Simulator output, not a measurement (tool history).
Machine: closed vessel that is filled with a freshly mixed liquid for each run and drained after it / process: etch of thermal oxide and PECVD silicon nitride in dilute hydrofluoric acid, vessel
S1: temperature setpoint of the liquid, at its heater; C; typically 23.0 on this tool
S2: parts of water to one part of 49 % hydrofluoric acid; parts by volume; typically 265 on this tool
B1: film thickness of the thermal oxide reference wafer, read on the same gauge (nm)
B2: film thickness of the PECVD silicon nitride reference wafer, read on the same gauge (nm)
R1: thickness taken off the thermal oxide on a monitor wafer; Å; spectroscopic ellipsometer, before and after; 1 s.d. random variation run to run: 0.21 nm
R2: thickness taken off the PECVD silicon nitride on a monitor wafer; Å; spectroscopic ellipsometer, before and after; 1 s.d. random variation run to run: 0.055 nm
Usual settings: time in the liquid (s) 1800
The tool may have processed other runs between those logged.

Run 1, hour 0.0: usual settings; B1 140.03; B2 79.97. Result: R1 226.1 Å, R2 87.2 Å.
At hour 31.4: hydrofluoric acid flow meter replaced.
At hour 42.9: thermometer replaced.
Run 2, hour 46.9: usual settings; B1 140.01; B2 80.03. Result: R1 270.0 Å, R2 106.8 Å.
Run 3, hour 128.3: usual settings; B1 139.98; B2 79.98. Result: R1 268.0 Å, R2 104.7 Å.
Run 4, hour 205.1: usual settings but S1 26.0 C; B1 139.99; B2 80.01. Result: R1 289.8 Å, R2 121.8 Å.
Run 5, hour 406.4: usual settings but S1 26.0 C; B1 139.97; B2 80.02. Result: R1 278.7 Å, R2 117.4 Å.
Run 6, hour 488.4: usual settings; B1 140.01; B2 80.00. Result: R1 244.8 Å, R2 94.7 Å.
Run 7, hour 535.8: usual settings; B1 139.98; B2 80.01. Result: R1 239.8 Å, R2 93.4 Å.
Run 8, hour 633.3: usual settings; B1 139.99; B2 79.98. Result: R1 235.3 Å, R2 91.8 Å.
Run 9, hour 735.6: usual settings; B1 140.00; B2 80.00. Result: R1 229.1 Å, R2 88.6 Å.
At hour 782.4: hydrofluoric acid flow meter replaced.
Run 10, hour 790.4: usual settings but S1 24.5 C; B1 140.06; B2 80.00. Result: R1 270.4 Å, R2 104.3 Å.
At hour 823.9: thermometer replaced.
Run 11, hour 850.6: usual settings but S1 24.5 C; B1 140.01; B2 79.98. Result: R1 288.2 Å, R2 116.2 Å.
Run 12, hour 947.1: usual settings but S1 21.5 C; B1 140.01; B2 80.03. Result: R1 249.6 Å, R2 93.8 Å.
Run 13, hour 1033.6: usual settings; B1 140.03; B2 79.99. Result: R1 262.4 Å, R2 100.5 Å.
Run 14, hour 1338.1: usual settings but time in the liquid (s) 2560; B1 139.99; B2 79.99. Result: R1 342.6 Å, R2 133.4 Å.
Run 15, hour 1431.2: usual settings but S1 19.5 C, time in the liquid (s) 1525; B1 139.99; B2 80.00. Result: R1 175.6 Å, R2 61.7 Å.
Run 16, hour 1475.7: usual settings but S1 20.0 C, S2 345 parts by volume; B1 140.01; B2 79.98. Result: R1 150.6 Å, R2 57.6 Å.
At hour 1485.7: gauge calibrated.
Run 17, hour 1555.9: usual settings; B1 140.02; B2 79.96. Result: R1 230.4 Å, R2 87.6 Å.
At hour 1589.1: hydrofluoric acid flow meter replaced.
Run 18, hour 1603.2: usual settings but S1 21.5 C; B1 140.03; B2 80.02. Result: R1 235.5 Å, R2 82.9 Å.
At hour 1645.9: thermometer replaced.
Run 19, hour 1686.6: usual settings but S1 19.5 C, time in the liquid (s) 2600; B1 139.97; B2 79.96. Result: R1 336.9 Å, R2 123.7 Å.
Run 20, hour 1751.8: usual settings but S2 170 parts by volume, time in the liquid (s) 900; B1 140.01; B2 79.98. Result: R1 226.3 Å, R2 80.1 Å.
Run 21, hour 1842.5: usual settings but S1 27.0 C, S2 350 parts by volume, time in the liquid (s) 2635; B1 140.00; B2 80.00. Result: R1 299.3 Å, R2 143.7 Å.
Run 22, hour 1910.6: usual settings but S2 205 parts by volume; B1 139.99; B2 80.00. Result: R1 344.8 Å, R2 129.0 Å.
Run 23, hour 1982.6: usual settings but S2 300 parts by volume, time in the liquid (s) 740; B1 139.96; B2 80.03. Result: R1 87.0 Å, R2 35.6 Å.
Run 24, hour 2049.1: usual settings but S1 21.5 C, S2 385 parts by volume; B1 140.04; B2 80.02. Result: R1 142.2 Å, R2 60.8 Å.
Run 25, hour 2137.5: usual settings; B1 140.01; B2 80.06. Result: R1 239.0 Å, R2 94.4 Å.
Run 26, hour 2175.5: usual settings but S1 18.5 C, S2 175 parts by volume, time in the liquid (s) 905; B1 139.99; B2 80.04. Result: R1 167.0 Å, R2 51.9 Å.

3 ways to go on from here, each from the tool as it stands after run 26. What would each give?
Run A, hour 2176.6: usual settings; B1 ?; B2 ?. Result: R1 ?, R2 ?.
Run B, hour 2176.6: usual settings but S1 19.5 C, S2 365 parts by volume, time in the liquid (s) 2500; B1 ?; B2 ?. Result: R1 ?, R2 ?.
Run C, hour 2176.6: usual settings but S1 27.5 C; B1 ?; B2 ?. Result: R1 ?, R2 ?.

run      B1     B2     R1     R2
  A  139.99  80.03  243.2   93.2
  B  139.99  80.03  197.2   76.2
  C  139.99  80.03  284.9  122.9
Take away the tool's hidden state, keep each run's random variation, and the runs would have read:
run     R1     R2
  A  279.4  109.4
  B  227.1   89.4
  C  326.9  143.9
